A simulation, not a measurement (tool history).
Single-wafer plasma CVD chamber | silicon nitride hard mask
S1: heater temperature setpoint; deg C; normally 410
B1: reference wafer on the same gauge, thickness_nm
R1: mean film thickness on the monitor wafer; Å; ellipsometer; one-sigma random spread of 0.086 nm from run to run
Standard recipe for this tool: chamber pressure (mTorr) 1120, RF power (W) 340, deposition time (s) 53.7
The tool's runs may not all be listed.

{"run": 1, "hour": 0.0, "S1": 410, "chamber pressure (mTorr)": 1120, "RF power (W)": 340, "deposition time (s)": 53.7, "B1": 50.493, "R1": 551.56}
{"run": 2, "hour": 26.1, "S1": 410, "chamber pressure (mTorr)": 1120, "RF power (W)": 340, "deposition time (s)": 53.7, "B1": 50.514, "R1": 551.57}
{"run": 3, "hour": 32.1, "S1": 410, "chamber pressure (mTorr)": 1120, "RF power (W)": 340, "deposition time (s)": 53.7, "B1": 50.49, "R1": 552.3}
{"run": 4, "hour": 42.6, "S1": 410, "chamber pressure (mTorr)": 1120, "RF power (W)": 340, "deposition time (s)": 53.7, "B1": 50.487, "R1": 550.84}
{"run": 5, "hour": 56.5, "S1": 410, "chamber pressure (mTorr)": 1120, "RF power (W)": 340, "deposition time (s)": 53.7, "B1": 50.505, "R1": 551.97}
{"run": 6, "hour": 66.5, "S1": 410, "chamber pressure (mTorr)": 1120, "RF power (W)": 340, "deposition time (s)": 53.7, "B1": 50.515, "R1": 550.95}
{"run": 7, "hour": 82.2, "S1": 410, "chamber pressure (mTorr)": 1120, "RF power (W)": 340, "deposition time (s)": 53.7, "B1": 50.508, "R1": 551.8}
{"run": 8, "hour": 91.1, "S1": 410, "chamber pressure (mTorr)": 1120, "RF power (W)": 340, "deposition time (s)": 53.7, "B1": 50.502, "R1": 549.71}
{"hour": 128.5, "done": "thermocouple changed; heater temperature recalibrated"}
{"hour": 132.6, "done": "capacitance manometer re-zeroed and calibrated"}
{"run": 9, "hour": 133.1, "S1": 403, "chamber pressure (mTorr)": 1120, "RF power (W)": 340, "deposition time (s)": 53.7, "B1": 50.493, "R1": 553.42}
{"hour": 144.9, "done": "gauge calibrated"}
{"hour": 148.3, "done": "showerhead replaced"}
{"hour": 148.7, "done": "RF generator calibrated"}
{"run": 10, "hour": 149.2, "S1": 422, "chamber pressure (mTorr)": 960, "RF power (W)": 290, "deposition time (s)": 47.2, "B1": 50.505, "R1": 446.45}
{"run": 11, "hour": 155.3, "S1": 417, "chamber pressure (mTorr)": 1270, "RF power (W)": 365, "deposition time (s)": 47.2, "B1": 50.479, "R1": 535.38}
{"run": 12, "hour": 165.8, "S1": 404, "chamber pressure (mTorr)": 1120, "RF power (W)": 340, "deposition time (s)": 53.7, "B1": 50.515, "R1": 574.19}
{"run": 13, "hour": 180.4, "S1": 410, "chamber pressure (mTorr)": 1240, "RF power (W)": 395, "deposition time (s)": 56.4, "B1": 50.505, "R1": 663.49}
{"run": 14, "hour": 193.4, "S1": 399, "chamber pressure (mTorr)": 1120, "RF power (W)": 340, "deposition time (s)": 57.7, "B1": 50.478, "R1": 615.41}

Predict each of these 4 candidate next runs independently; none follows another, all start after run 14:
{"run": "A", "hour": 193.8, "S1": 410, "chamber pressure (mTorr)": 1270, "RF power (W)": 340, "deposition time (s)": 53.7, "B1": "?", "R1": "?"}
{"run": "B", "hour": 193.8, "S1": 410, "chamber pressure (mTorr)": 1120, "RF power (W)": 395, "deposition time (s)": 57.4, "B1": "?", "R1": "?"}
{"run": "C", "hour": 193.8, "S1": 410, "chamber pressure (mTorr)": 1040, "RF power (W)": 340, "deposition time (s)": 53.7, "B1": "?", "R1": "?"}
{"run": "D", "hour": 193.8, "S1": 421, "chamber pressure (mTorr)": 1120, "RF power (W)": 340, "deposition time (s)": 53.7, "B1": "?", "R1": "?"}

run=A B1=50.505 R1=588.25
run=B B1=50.505 R1=656.20
run=C B1=50.505 R1=559.38
run=D B1=50.505 R1=567.39
Stripped of hidden state, with their random variation kept, the same runs would have yielded:
run=A R1=591.34
run=B R1=659.65
run=C R1=562.32
run=D R1=570.38
